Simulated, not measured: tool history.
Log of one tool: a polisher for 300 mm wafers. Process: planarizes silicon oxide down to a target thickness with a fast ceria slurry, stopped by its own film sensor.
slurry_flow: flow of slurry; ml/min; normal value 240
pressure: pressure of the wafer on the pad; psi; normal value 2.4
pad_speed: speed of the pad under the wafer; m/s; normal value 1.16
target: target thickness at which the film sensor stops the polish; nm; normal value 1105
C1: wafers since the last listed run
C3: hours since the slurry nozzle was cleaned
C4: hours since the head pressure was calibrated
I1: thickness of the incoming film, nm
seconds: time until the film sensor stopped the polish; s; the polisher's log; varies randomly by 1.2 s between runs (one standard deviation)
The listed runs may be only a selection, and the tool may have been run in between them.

Run 1, hour 0.0: usual settings but pad_speed 1.08 m/s; C1 0; wafers polished on this pad 1908; C3 624.5; C4 425.8; I1 2692.9. Result: seconds 108.6 s.
At hour 17.4: worn pad replaced by a new one.
At hour 49.8: slurry nozzle cleaned.
Run 2, hour 63.7: usual settings but pad_speed 1.08 m/s; C1 371; wafers polished on this pad 286; C3 13.9; C4 489.5; I1 2732.1. Result: seconds 92.6 s.
Run 3, hour 110.1: usual settings; C1 293; wafers polished on this pad 579; C3 60.3; C4 535.9; I1 2742.2. Result: seconds 89.0 s.
Run 4, hour 204.3: usual settings; C1 595; wafers polished on this pad 1175; C3 154.5; C4 630.1; I1 2772.0. Result: seconds 99.2 s.
Run 5, hour 259.4: usual settings but slurry_flow 210 ml/min; C1 348; wafers polished on this pad 1523; C3 209.6; C4 685.2; I1 2689.6. Result: seconds 96.8 s.
At hour 299.3: head pressure recalibrated.
Run 6, hour 328.3: usual settings but slurry_flow 210 ml/min; C1 423; wafers polished on this pad 1946; C3 278.5; C4 29.0; I1 2759.6. Result: seconds 107.5 s.
Run 7, hour 400.9: usual settings but pressure 2.8 psi; C1 459; wafers polished on this pad 2405; C3 351.1; C4 101.6; I1 2813.8. Result: seconds 105.8 s.
At hour 411.4: worn pad replaced by a new one.
Run 8, hour 461.8: usual settings; C1 359; wafers polished on this pad 318; C3 412.0; C4 162.5; I1 2738.5. Result: seconds 97.3 s.
Run 9, hour 567.1: usual settings; C1 665; wafers polished on this pad 984; C3 517.3; C4 267.8; I1 2758.6. Result: seconds 100.9 s.
Run 10, hour 674.6: usual settings; C1 679; wafers polished on this pad 1664; C3 624.8; C4 375.3; I1 2799.7. Result: seconds 107.5 s.
At hour 721.2: slurry nozzle cleaned.
At hour 730.7: worn pad replaced by a new one.
Run 11, hour 749.3: usual settings; C1 440; wafers polished on this pad 117; C3 28.1; C4 450.0; I1 2762.1. Result: seconds 91.7 s.
Run 12, hour 845.9: usual settings; C1 610; wafers polished on this pad 728; C3 124.7; C4 546.6; I1 2781.0. Result: seconds 94.1 s.
Run 13, hour 943.3: usual settings but slurry_flow 320 ml/min, pressure 2.8 psi, pad_speed 0.94 m/s, target 1602 nm; C1 615; wafers polished on this pad 1344; C3 222.1; C4 644.0; I1 2739.6. Result: seconds 67.6 s.
Run 14, hour 991.0: usual settings; C1 301; wafers polished on this pad 1645; C3 269.8; C4 691.7; I1 2749.3. Result: seconds 101.0 s.
At hour 1110.9: worn pad replaced by a new one.
At hour 1137.7: head pressure recalibrated.
Run 15, hour 1138.2: usual settings but target 1303 nm; C1 892; wafers polished on this pad 159; C3 417.0; C4 0.5; I1 2736.5. Result: seconds 82.6 s.
Run 16, hour 1203.9: usual settings; C1 415; wafers polished on this pad 575; C3 482.7; C4 66.2; I1 2701.8. Result: seconds 95.7 s.
Run 17, hour 1255.3: usual settings but slurry_flow 275 ml/min; C1 325; wafers polished on this pad 900; C3 534.1; C4 117.6; I1 2802.6. Result: seconds 100.7 s.
Run 18, hour 1303.1: usual settings but pressure 2.7 psi, target 1270 nm; C1 302; wafers polished on this pad 1202; C3 581.9; C4 165.4; I1 2755.3. Result: seconds 85.6 s.
At hour 1305.8: slurry nozzle cleaned.
Run 19, hour 1395.5: usual settings; C1 577; wafers polished on this pad 1780; C3 89.7; C4 257.8; I1 2703.9. Result: seconds 95.3 s.
At hour 1437.5: worn pad replaced by a new one.
Run 20, hour 1447.9: usual settings but pressure 1.8 psi, pad_speed 1.32 m/s, target 1435 nm; C1 306; wafers polished on this pad 65; C3 142.1; C4 310.2; I1 2767.0. Result: seconds 79.2 s.
Run 21, hour 1514.0: usual settings but slurry_flow 315 ml/min, pad_speed 1.34 m/s, target 1554 nm; C1 417; wafers polished on this pad 483; C3 208.2; C4 376.3; I1 2802.9. Result: seconds 61.0 s.
Run 22, hour 1609.2: usual settings but slurry_flow 320 ml/min, pressure 2.8 psi, pad_speed 0.94 m/s, target 1602 nm; C1 601; wafers polished on this pad 1085; C3 303.4; C4 471.5; I1 2786.8. Result: seconds 69.9 s.
Run 23, hour 1659.2: usual settings but pressure 2.7 psi; C1 316; wafers polished on this pad 1401; C3 353.4; C4 521.5; I1 2740.5. Result: seconds 91.2 s.
Run 24, hour 1706.7: usual settings but pad_speed 1.48 m/s; C1 300; wafers polished on this pad 1701; C3 400.9; C4 569.0; I1 2736.0. Result: seconds 86.0 s.
At hour 1788.1: worn pad replaced by a new one.
Run 25, hour 1796.1: usual settings; C1 539; wafers polished on this pad 50; C3 490.3; C4 658.4; I1 2715.3. Result: seconds 93.3 s.

3 ways to go on from here, each from the tool as it stands after run 25. What would each give?
Run A, hour 1796.5: usual settings but pad_speed 1.44 m/s; C1 2; wafers polished on this pad 53; C3 490.7; C4 658.8; I1 2731.2. Result: seconds ?.
Run B, hour 1796.5: usual settings but slurry_flow 165 ml/min, pressure 2.1 psi, target 744 nm; C1 2; wafers polished on this pad 53; C3 490.7; C4 658.8; I1 2731.2. Result: seconds ?.
Run C, hour 1796.5: usual settings but slurry_flow 180 ml/min, pad_speed 1.42 m/s, target 1359 nm; C1 2; wafers polished on this pad 53; C3 490.7; C4 658.8; I1 2731.2. Result: seconds ?.

run  seconds
  A     79.6
  B    136.6
  C     72.8
What these runs would have given with no unlogged condition in the tool:
run  seconds
  A     72.5
  B    119.5
  C     64.4

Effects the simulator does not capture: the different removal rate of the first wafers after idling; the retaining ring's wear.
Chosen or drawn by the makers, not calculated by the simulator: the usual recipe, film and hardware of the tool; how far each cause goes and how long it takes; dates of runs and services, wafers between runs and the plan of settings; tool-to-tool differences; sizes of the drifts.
